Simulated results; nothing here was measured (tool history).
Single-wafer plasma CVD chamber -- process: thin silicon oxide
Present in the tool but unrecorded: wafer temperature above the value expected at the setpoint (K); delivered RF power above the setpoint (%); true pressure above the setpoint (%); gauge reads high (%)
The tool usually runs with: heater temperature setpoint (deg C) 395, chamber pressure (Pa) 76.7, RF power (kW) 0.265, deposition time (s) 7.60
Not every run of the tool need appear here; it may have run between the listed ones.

run,hour,heater temperature setpoint (deg C),chamber pressure (Pa),RF power (kW),deposition time (s),wafers since the last listed run,hours since the last thermocouple change,hours since the last RF generator calibration,hours since the last manometer calibration,hours since the showerhead was replaced,hours since the gauge calibration,"read-back reference wafer on the same gauge, thickness_nm",mean film thickness on the monitor wafer (Å)
1,0.0,395,76.7,0.265,7.60,0,1595.4,1455.9,1552.9,3066.4,250.2,9.263,93.10
# hour 18.5: gauge calibrated
2,35.4,395,76.7,0.265,7.60,1574,1630.8,1491.3,1588.3,3101.8,16.9,9.181,91.95
3,64.3,395,76.7,0.265,7.60,1285,1659.7,1520.2,1617.2,3130.7,45.8,9.192,92.19
4,79.0,395,76.7,0.265,7.60,653,1674.4,1534.9,1631.9,3145.4,60.5,9.204,92.11
5,99.9,395,76.7,0.265,7.60,929,1695.3,1555.8,1652.8,3166.3,81.4,9.213,92.54
6,125.5,395,76.7,0.265,7.60,1138,1720.9,1581.4,1678.4,3191.9,107.0,9.213,92.69
7,145.6,395,76.7,0.265,7.60,893,1741.0,1601.5,1698.5,3212.0,127.1,9.229,92.62
8,173.1,395,76.7,0.265,7.60,1223,1768.5,1629.0,1726.0,3239.5,154.6,9.233,92.63
9,206.7,395,76.7,0.265,7.60,1494,1802.1,1662.6,1759.6,3273.1,188.2,9.247,93.05
10,232.4,395,93.7,0.265,7.60,1142,1827.8,1688.3,1785.3,3298.8,213.9,9.262,107.23
11,266.4,385,59.6,0.265,8.52,1512,1861.8,1722.3,1819.3,3332.8,247.9,9.270,88.00
# hour 281.1: capacitance manometer re-zeroed and calibrated
12,286.3,395,63.1,0.265,6.47,529,1881.7,1742.2,5.2,3352.7,267.8,9.279,69.22
# hour 295.5: thermocouple changed; heater temperature recalibrated
13,319.6,395,76.7,0.265,8.27,1125,24.1,1775.5,38.5,3386.0,301.1,9.296,101.73
# hour 345.2: gauge calibrated
# hour 360.8: RF generator calibrated
14,361.3,410,76.7,0.265,7.60,1498,65.8,0.5,80.2,3427.7,16.1,9.177,91.24
# hour 381.3: showerhead replaced
15,381.8,395,76.7,0.265,7.60,555,86.3,21.0,100.7,0.5,36.6,9.177,92.29
16,406.9,395,76.7,0.265,7.60,1116,111.4,46.1,125.8,25.6,61.7,9.195,92.22

Run 17, settings as shown, results not yet in. Your forecast:
17,422.9,395,76.7,0.265,7.60,711,127.4,62.1,141.8,41.6,77.7,?,?

Logged for run 17: read-back reference wafer on the same gauge, thickness_nm 9.194, mean film thickness on the monitor wafer (Å) 92.07.
With the hidden condition absent and the run-to-run variation left alone, this run would have shown mean film thickness on the monitor wafer (Å) 91.71.

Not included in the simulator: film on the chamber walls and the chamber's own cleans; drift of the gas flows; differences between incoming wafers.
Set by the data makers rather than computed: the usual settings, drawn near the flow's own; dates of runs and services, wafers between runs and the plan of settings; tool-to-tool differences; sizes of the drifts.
